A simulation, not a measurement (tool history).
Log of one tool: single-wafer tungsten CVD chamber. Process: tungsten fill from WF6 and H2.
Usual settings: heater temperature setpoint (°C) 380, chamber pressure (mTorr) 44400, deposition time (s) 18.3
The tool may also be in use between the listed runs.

run    hour  heater temperature setpoint (°C)  chamber pressure (mTorr)  deposition time (s)  wafers since the last listed run  hours since the last thermocouple change  hours since the last manometer calibration  hours since the showerhead was replaced  hours since the gauge calibration  read-back reference wafer on the same gauge, thickness_nm  mean film thickness on the monitor wafer (Å)
  1     0.0                               380                     44400                 18.3                                 0                                    1492.4                                      1654.7                                   3118.9                             1181.4                                                     36.301                                        435.61
  2   105.4                               380                     44400                 18.3                              1867                                    1597.8                                      1760.1                                   3224.3                             1286.8                                                     36.300                                        435.19
  3   171.9                               380                     44400                 18.3                              1178                                    1664.3                                      1826.6                                   3290.8                             1353.3                                                     36.299                                        434.32
  4   229.8                               380                     44400                 18.3                              1025                                    1722.2                                      1884.5                                   3348.7                             1411.2                                                     36.305                                        439.83
  5   270.1                               380                     44400                 18.3                               714                                    1762.5                                      1924.8                                   3389.0                             1451.5                                                     36.299                                        434.89
  6   344.6                               380                     44400                 16.9                              1320                                    1837.0                                      1999.3                                   3463.5                             1526.0                                                     36.307                                        404.52
  7   445.1                               380                     44400                 16.8                              1780                                    1937.5                                      2099.8                                   3564.0                             1626.5                                                     36.298                                        401.57
  8   482.7                               380                     44400                 16.8                               666                                    1975.1                                      2137.4                                   3601.6                             1664.1                                                     36.325                                        399.41
  9   584.4                               380                     44400                 16.8                              1802                                    2076.8                                      2239.1                                   3703.3                             1765.8                                                     36.301                                        401.79
 10   638.0                               380                     44400                 19.2                               949                                    2130.4                                      2292.7                                   3756.9                             1819.4                                                     36.297                                        458.70
 11   723.2                               388                     44400                 18.3                              1509                                    2215.6                                      2377.9                                   3842.1                             1904.6                                                     36.297                                        520.36
 12   864.0                               388                     44400                 18.3                              2494                                    2356.4                                      2518.7                                   3982.9                             2045.4                                                     36.286                                        518.24
      893.9  -- showerhead replaced
 13   908.8                               370                     44400                 18.3                               652                                    2401.2                                      2563.5                                     14.9                             2090.2                                                     36.315                                        354.08
      953.2  -- gauge calibrated
 14   960.1                               388                     34000                 18.3                               909                                    2452.5                                      2614.8                                     66.2                                6.9                                                     36.268                                        457.52
 15  1040.1                               387                     47400                 19.7                              1417                                    2532.5                                      2694.8                                    146.2                               86.9                                                     36.319                                        564.98
 16  1122.8                               369                     44400                 16.5                              1465                                    2615.2                                      2777.5                                    228.9                              169.6                                                     36.267                                        312.72
     1152.6  -- thermocouple changed; heater temperature recalibrated
 17  1230.3                               380                     44400                 18.3                              1763                                      77.7                                      2885.0                                    336.4                              277.1                                                     36.322                                        443.04
 18  1283.2                               380                     40300                 18.3                               937                                     130.6                                      2937.9                                    389.3                              330.0                                                     36.316                                        422.19
 19  1327.7                               380                     38600                 18.3                               788                                     175.1                                      2982.4                                    433.8                              374.5                                                     36.301                                        411.21
 20  1399.1                               368                     44400                 20.0                              1265                                     246.5                                      3053.8                                    505.2                              445.9                                                     36.284                                        374.24
     1439.9  -- capacitance manometer re-zeroed and calibrated
 21  1446.7                               380                     41500                 18.3                               701                                     294.1                                         6.8                                    552.8                              493.5                                                     36.309                                        415.44
 22  1504.5                               395                     37300                 18.3                              1024                                     351.9                                        64.6                                    610.6                              551.3                                                     36.307                                        534.80
 23  1662.5                               389                     41600                 15.0                              2799                                     509.9                                       222.6                                    768.6                              709.3                                                     36.307                                        410.32
 24  1726.6                               380                     44400                 18.3                              1135                                     574.0                                       286.7                                    832.7                              773.4                                                     36.298                                        428.39

Run 25 comes next. What will it give?
 25  1799.6                               394                     44400                 19.8                              1293                                     647.0                                       359.7                                    905.7                              846.4                                                          ?                                             ?

Run 25 gave read-back reference wafer on the same gauge, thickness_nm 36.295, mean film thickness on the monitor wafer (Å) 617.24.
Without the tool's hidden state the same run would have given mean film thickness on the monitor wafer (Å) 616.26.
